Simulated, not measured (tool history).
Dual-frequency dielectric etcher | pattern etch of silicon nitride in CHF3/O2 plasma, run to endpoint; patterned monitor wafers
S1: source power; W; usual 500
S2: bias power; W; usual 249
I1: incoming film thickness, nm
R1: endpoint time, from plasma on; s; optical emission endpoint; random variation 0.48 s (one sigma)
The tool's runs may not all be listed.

| run | hour | S1 | S2 | I1 | R1 |
|---|---|---|---|---|---|
| 1 | 0 | 500 | 249 | 108.7 | 70.2 |
| 2 | 43.2 | 500 | 249 | 109 | 70.1 |
|  | 92.4 | wet clean of the chamber |
| 3 | 92.9 | 550 | 249 | 109.4 | 71.1 |
| 4 | 131.7 | 550 | 249 | 108.6 | 70.5 |
| 5 | 159.9 | 500 | 249 | 109.4 | 74.4 |
| 6 | 226.5 | 500 | 249 | 108.2 | 72.2 |
| 7 | 275 | 500 | 249 | 107.6 | 71.9 |
| 8 | 342.7 | 580 | 249 | 108.6 | 67.7 |
| 9 | 367.1 | 580 | 249 | 109.8 | 68.5 |
| 10 | 430.6 | 500 | 273 | 107.9 | 67.8 |
| 11 | 496.2 | 500 | 273 | 108.8 | 68.8 |
| 12 | 548.8 | 500 | 249 | 109.8 | 71.7 |
| 13 | 597.9 | 500 | 249 | 107.8 | 69.7 |
| 14 | 629.7 | 500 | 249 | 107.9 | 71.1 |
| 15 | 665 | 450 | 224 | 108.9 | 76.7 |
| 16 | 712 | 500 | 249 | 107.1 | 69.6 |
|  | 786.1 | wet clean of the chamber |
| 17 | 786.6 | 390 | 249 | 108.6 | 80.4 |
|  | 798.3 | bias power generator calibrated |
| 18 | 804.9 | 610 | 205 | 108 | 74.3 |
| 19 | 863.8 | 530 | 306 | 108.1 | 63.6 |
| 20 | 916.9 | 400 | 249 | 108.9 | 78.8 |
|  | 965 | upper electrode replaced |
| 21 | 981 | 420 | 299 | 109.4 | 69.5 |

Run 22 comes next. What will it give?
| 22 | 1021.3 | 440 | 196 | 108.5 | ? |

R1: 85.9 s
Without the tool's hidden state the same run would have given R1 88.1 s.

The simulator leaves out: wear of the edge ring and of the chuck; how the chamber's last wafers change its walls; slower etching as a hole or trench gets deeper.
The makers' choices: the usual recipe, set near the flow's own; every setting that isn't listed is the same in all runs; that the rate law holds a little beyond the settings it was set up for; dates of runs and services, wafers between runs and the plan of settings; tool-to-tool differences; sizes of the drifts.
